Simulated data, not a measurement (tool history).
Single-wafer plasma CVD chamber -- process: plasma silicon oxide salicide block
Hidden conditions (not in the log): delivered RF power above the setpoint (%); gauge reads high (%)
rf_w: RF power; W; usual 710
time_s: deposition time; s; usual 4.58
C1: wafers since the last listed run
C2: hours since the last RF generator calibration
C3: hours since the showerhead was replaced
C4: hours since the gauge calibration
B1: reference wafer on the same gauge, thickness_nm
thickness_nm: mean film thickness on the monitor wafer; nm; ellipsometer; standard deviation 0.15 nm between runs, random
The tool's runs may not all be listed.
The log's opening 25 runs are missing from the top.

Run 26, hour 699.4: usual settings but rf_w 840 W, time_s 4.15 s; C1 210; C2 395.5; C3 361.8; C4 15.4; B1 57.241. Result: thickness_nm 47.812 nm.
Run 27, hour 732.7: usual settings but rf_w 580 W, time_s 5.33 s; C1 473; C2 428.8; C3 395.1; C4 48.7; B1 57.174. Result: thickness_nm 51.028 nm.
Run 28, hour 744.9: usual settings; C1 173; C2 441; C3 407.3; C4 60.9; B1 57.197. Result: thickness_nm 48.851 nm.
Run 29, hour 766.2: usual settings but rf_w 795 W, time_s 5.29 s; C1 302; C2 462.3; C3 428.6; C4 82.2; B1 57.202. Result: thickness_nm 59.311 nm.
Run 30, hour 782.7: usual settings; C1 234; C2 478.8; C3 445.1; C4 98.7; B1 57.222. Result: thickness_nm 48.664 nm.
Run 31, hour 804.7: usual settings but rf_w 785 W, time_s 4.15 s; C1 312; C2 500.8; C3 467.1; C4 120.7; B1 57.214. Result: thickness_nm 46.338 nm.
Run 32, hour 839.9: usual settings; C1 500; C2 536; C3 502.3; C4 155.9; B1 57.147. Result: thickness_nm 48.57 nm.
Run 33, hour 858.9: usual settings but rf_w 620 W, time_s 5.21 s; C1 270; C2 555; C3 521.3; C4 174.9; B1 57.231. Result: thickness_nm 51.801 nm.
Run 34, hour 883.1: usual settings but rf_w 625 W, time_s 5.25 s; C1 343; C2 579.2; C3 545.5; C4 199.1; B1 57.194. Result: thickness_nm 52.254 nm.
Run 35, hour 918.1: usual settings; C1 497; C2 614.2; C3 580.5; C4 234.1; B1 57.217. Result: thickness_nm 48.565 nm.
Run 36, hour 941.5: usual settings but rf_w 760 W, time_s 5.37 s; C1 332; C2 637.6; C3 603.9; C4 257.5; B1 57.181. Result: thickness_nm 58.968 nm.
Run 37, hour 990.7: usual settings; C1 699; C2 686.8; C3 653.1; C4 306.7; B1 57.181. Result: thickness_nm 48.503 nm.
Run 38, hour 1003.1: usual settings but rf_w 615 W, time_s 4.09 s; C1 176; C2 699.2; C3 665.5; C4 319.1; B1 57.188. Result: thickness_nm 40.451 nm.
Run 39, hour 1025.4: usual settings but rf_w 815 W, time_s 4.91 s; C1 316; C2 721.5; C3 687.8; C4 341.4; B1 57.207. Result: thickness_nm 55.087 nm.
Run 40, hour 1079.5: usual settings but rf_w 835 W, time_s 5.19 s; C1 768; C2 775.6; C3 741.9; C4 395.5; B1 57.2. Result: thickness_nm 59.163 nm.
Run 41, hour 1091.8: usual settings but rf_w 785 W, time_s 4.89 s; C1 174; C2 787.9; C3 754.2; C4 407.8; B1 57.231. Result: thickness_nm 54.065 nm.
Run 42, hour 1105.4: usual settings but time_s 5.17 s; C1 193; C2 801.5; C3 767.8; C4 421.4; B1 57.18. Result: thickness_nm 54.754 nm.
Run 43, hour 1140.4: usual settings but rf_w 655 W, time_s 3.74 s; C1 497; C2 836.5; C3 802.8; C4 456.4; B1 57.221. Result: thickness_nm 37.983 nm.
Run 44, hour 1174.7: usual settings but time_s 3.7 s; C1 487; C2 870.8; C3 837.1; C4 490.7; B1 57.214. Result: thickness_nm 39.13 nm.
Run 45, hour 1205.1: usual settings but rf_w 845 W, time_s 3.99 s; C1 432; C2 901.2; C3 867.5; C4 521.1; B1 57.217. Result: thickness_nm 45.713 nm.

3 ways to go on from here, each from the tool as it stands after run 45. What would each give?
Run A, hour 1205.5: usual settings but rf_w 765 W; C1 5; C2 901.6; C3 867.9; C4 521.5; B1 ?. Result: thickness_nm ?.
Run B, hour 1205.5: usual settings but rf_w 645 W, time_s 5.36 s; C1 5; C2 901.6; C3 867.9; C4 521.5; B1 ?. Result: thickness_nm ?.
Run C, hour 1205.5: usual settings but rf_w 750 W, time_s 3.95 s; C1 5; C2 901.6; C3 867.9; C4 521.5; B1 ?. Result: thickness_nm ?.

run     B1  thickness_nm
  A  57.22        50.263
  B  57.22        54.082
  C  57.22        42.948
Without the tool's unlogged condition, the same runs would have read:
run  thickness_nm
  A        51.338
  B        55.239
  C        43.867

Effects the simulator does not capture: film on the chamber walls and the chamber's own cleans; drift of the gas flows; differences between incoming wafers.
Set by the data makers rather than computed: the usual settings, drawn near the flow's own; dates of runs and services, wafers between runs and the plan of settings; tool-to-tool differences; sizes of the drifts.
